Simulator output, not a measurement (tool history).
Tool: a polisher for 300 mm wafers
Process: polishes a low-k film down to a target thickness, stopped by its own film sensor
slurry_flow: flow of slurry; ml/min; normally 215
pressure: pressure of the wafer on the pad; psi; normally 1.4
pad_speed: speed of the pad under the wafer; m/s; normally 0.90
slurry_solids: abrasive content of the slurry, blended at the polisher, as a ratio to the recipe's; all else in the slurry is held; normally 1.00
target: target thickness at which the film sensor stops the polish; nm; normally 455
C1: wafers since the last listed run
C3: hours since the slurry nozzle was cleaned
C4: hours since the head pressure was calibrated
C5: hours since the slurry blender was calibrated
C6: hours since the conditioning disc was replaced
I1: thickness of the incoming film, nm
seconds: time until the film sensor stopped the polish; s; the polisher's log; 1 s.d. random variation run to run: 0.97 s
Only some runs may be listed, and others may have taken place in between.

{"run": 1, "day": 0.0, "slurry_flow": 215, "pressure": 1.4, "pad_speed": 0.9, "slurry_solids": 1.0, "target": 455, "C1": 0, "wafers polished on this pad": 123, "C3": 148.5, "C4": 355.3, "C5": 10.4, "C6": 353.3, "I1": 461.6, "seconds": 30.5}
{"run": 2, "day": 0.571, "slurry_flow": 215, "pressure": 1.4, "pad_speed": 0.9, "slurry_solids": 1.0, "target": 455, "C1": 139, "wafers polished on this pad": 262, "C3": 162.2, "C4": 369.0, "C5": 24.1, "C6": 367.0, "I1": 469.5, "seconds": 67.8}
{"run": 3, "day": 1.083, "slurry_flow": 215, "pressure": 1.4, "pad_speed": 0.9, "slurry_solids": 1.0, "target": 455, "C1": 125, "wafers polished on this pad": 387, "C3": 174.5, "C4": 381.3, "C5": 36.4, "C6": 379.3, "I1": 467.6, "seconds": 62.3}
{"run": 4, "day": 1.521, "slurry_flow": 215, "pressure": 1.4, "pad_speed": 0.9, "slurry_solids": 1.0, "target": 455, "C1": 106, "wafers polished on this pad": 494, "C3": 185.0, "C4": 391.8, "C5": 46.9, "C6": 389.8, "I1": 461.3, "seconds": 31.7}
{"run": 5, "day": 2.154, "slurry_flow": 215, "pressure": 1.4, "pad_speed": 0.9, "slurry_solids": 1.0, "target": 455, "C1": 154, "wafers polished on this pad": 649, "C3": 200.2, "C4": 407.0, "C5": 62.1, "C6": 405.0, "I1": 470.1, "seconds": 79.8}
{"day": 2.592, "done": "worn pad replaced by a new one"}
{"run": 6, "day": 2.679, "slurry_flow": 215, "pressure": 1.4, "pad_speed": 0.9, "slurry_solids": 1.0, "target": 455, "C1": 87, "wafers polished on this pad": 21, "C3": 212.8, "C4": 419.6, "C5": 74.7, "C6": 417.6, "I1": 463.7, "seconds": 41.7}
{"run": 7, "day": 3.008, "slurry_flow": 215, "pressure": 1.4, "pad_speed": 0.9, "slurry_solids": 1.0, "target": 455, "C1": 80, "wafers polished on this pad": 101, "C3": 220.7, "C4": 427.5, "C5": 82.6, "C6": 425.5, "I1": 465.1, "seconds": 47.8}
{"day": 3.283, "done": "conditioning disc replaced and pad reconditioned"}
{"run": 8, "day": 3.65, "slurry_flow": 215, "pressure": 1.4, "pad_speed": 0.9, "slurry_solids": 1.0, "target": 455, "C1": 136, "wafers polished on this pad": 238, "C3": 236.1, "C4": 442.9, "C5": 98.0, "C6": 8.8, "I1": 463.3, "seconds": 39.4}
{"run": 9, "day": 4.217, "slurry_flow": 215, "pressure": 1.4, "pad_speed": 0.9, "slurry_solids": 1.0, "target": 455, "C1": 138, "wafers polished on this pad": 376, "C3": 249.7, "C4": 456.5, "C5": 111.6, "C6": 22.4, "I1": 472.2, "seconds": 84.4}
{"day": 4.367, "done": "slurry nozzle cleaned"}
{"day": 4.412, "done": "head pressure recalibrated"}
{"run": 10, "day": 4.712, "slurry_flow": 215, "pressure": 1.4, "pad_speed": 0.9, "slurry_solids": 1.0, "target": 455, "C1": 99, "wafers polished on this pad": 476, "C3": 8.3, "C4": 7.2, "C5": 123.5, "C6": 34.3, "I1": 470.7, "seconds": 72.4}
{"run": 11, "day": 5.238, "slurry_flow": 190, "pressure": 1.4, "pad_speed": 0.9, "slurry_solids": 1.2, "target": 455, "C1": 128, "wafers polished on this pad": 604, "C3": 20.9, "C4": 19.8, "C5": 136.1, "C6": 46.9, "I1": 464.7, "seconds": 43.2}
{"run": 12, "day": 5.538, "slurry_flow": 215, "pressure": 1.4, "pad_speed": 1.14, "slurry_solids": 1.0, "target": 455, "C1": 73, "wafers polished on this pad": 677, "C3": 28.1, "C4": 27.0, "C5": 143.3, "C6": 54.1, "I1": 472.6, "seconds": 76.2}
{"run": 13, "day": 6.267, "slurry_flow": 215, "pressure": 1.4, "pad_speed": 0.9, "slurry_solids": 1.0, "target": 455, "C1": 177, "wafers polished on this pad": 855, "C3": 45.6, "C4": 44.5, "C5": 160.8, "C6": 71.6, "I1": 473.1, "seconds": 92.7}
{"day": 6.45, "done": "slurry blender recalibrated"}
{"day": 6.546, "done": "worn pad replaced by a new one"}
{"run": 14, "day": 6.596, "slurry_flow": 215, "pressure": 1.6, "pad_speed": 0.64, "slurry_solids": 1.0, "target": 455, "C1": 36, "wafers polished on this pad": 12, "C3": 53.5, "C4": 52.4, "C5": 3.5, "C6": 79.5, "I1": 465.8, "seconds": 50.5}
{"run": 15, "day": 7.008, "slurry_flow": 215, "pressure": 1.4, "pad_speed": 0.9, "slurry_solids": 1.0, "target": 457, "C1": 100, "wafers polished on this pad": 112, "C3": 63.4, "C4": 62.3, "C5": 13.4, "C6": 89.4, "I1": 472.7, "seconds": 69.0}
{"run": 16, "day": 7.496, "slurry_flow": 215, "pressure": 1.4, "pad_speed": 0.9, "slurry_solids": 1.0, "target": 455, "C1": 118, "wafers polished on this pad": 231, "C3": 75.1, "C4": 74.0, "C5": 25.1, "C6": 101.1, "I1": 467.3, "seconds": 56.7}
{"run": 17, "day": 7.979, "slurry_flow": 140, "pressure": 1.0, "pad_speed": 0.9, "slurry_solids": 1.0, "target": 455, "C1": 117, "wafers polished on this pad": 349, "C3": 86.7, "C4": 85.6, "C5": 36.7, "C6": 112.7, "I1": 465.2, "seconds": 67.7}
{"run": 18, "day": 8.425, "slurry_flow": 215, "pressure": 1.7, "pad_speed": 1.1, "slurry_solids": 1.0, "target": 458, "C1": 108, "wafers polished on this pad": 458, "C3": 97.4, "C4": 96.3, "C5": 47.4, "C6": 123.4, "I1": 467.0, "seconds": 34.3}
{"run": 19, "day": 8.758, "slurry_flow": 260, "pressure": 1.6, "pad_speed": 0.58, "slurry_solids": 0.9, "target": 455, "C1": 81, "wafers polished on this pad": 540, "C3": 105.4, "C4": 104.3, "C5": 55.4, "C6": 131.4, "I1": 472.7, "seconds": 99.7}
{"run": 20, "day": 9.096, "slurry_flow": 215, "pressure": 1.4, "pad_speed": 0.9, "slurry_solids": 0.7, "target": 455, "C1": 82, "wafers polished on this pad": 622, "C3": 113.5, "C4": 112.4, "C5": 63.5, "C6": 139.5, "I1": 472.6, "seconds": 113.3}
{"run": 21, "day": 9.625, "slurry_flow": 150, "pressure": 1.7, "pad_speed": 0.8, "slurry_solids": 1.25, "target": 455, "C1": 129, "wafers polished on this pad": 751, "C3": 126.2, "C4": 125.1, "C5": 76.2, "C6": 152.2, "I1": 467.7, "seconds": 59.6}
{"day": 10.35, "done": "worn pad replaced by a new one"}
{"run": 22, "day": 10.371, "slurry_flow": 215, "pressure": 0.9, "pad_speed": 0.9, "slurry_solids": 0.8, "target": 459, "C1": 141, "wafers polished on this pad": 5, "C3": 144.1, "C4": 143.0, "C5": 94.1, "C6": 170.1, "I1": 469.4, "seconds": 74.5}

Measured minus without-hidden-state, run by run (identical run-to-run variation in each term; gauge scatter may differ):
Hidden state at play: removal rate lost through wear of the pad, %; slurry flow missing at the pad, %; deviation of the head's pressure from its setpoint, %; abrasive missing from the slurry, %; time polished since the conditioner stopped cutting, s.
run=1 seconds=+3.3
run=2 seconds=+9.0
run=3 seconds=+9.6
run=4 seconds=+5.5
run=5 seconds=+15.9
run=6 seconds=+4.1
run=7 seconds=+5.4
run=8 seconds=+5.5
run=9 seconds=+13.5
run=10 seconds=+7.3
run=11 seconds=+5.6
run=12 seconds=+11.0
run=13 seconds=+16.8
run=14 seconds=+2.4
run=15 seconds=+4.8
run=16 seconds=+5.3
run=17 seconds=+9.8
run=18 seconds=+4.8
run=19 seconds=+14.5
run=20 seconds=+19.3
run=21 seconds=+13.1
run=22 seconds=+6.1
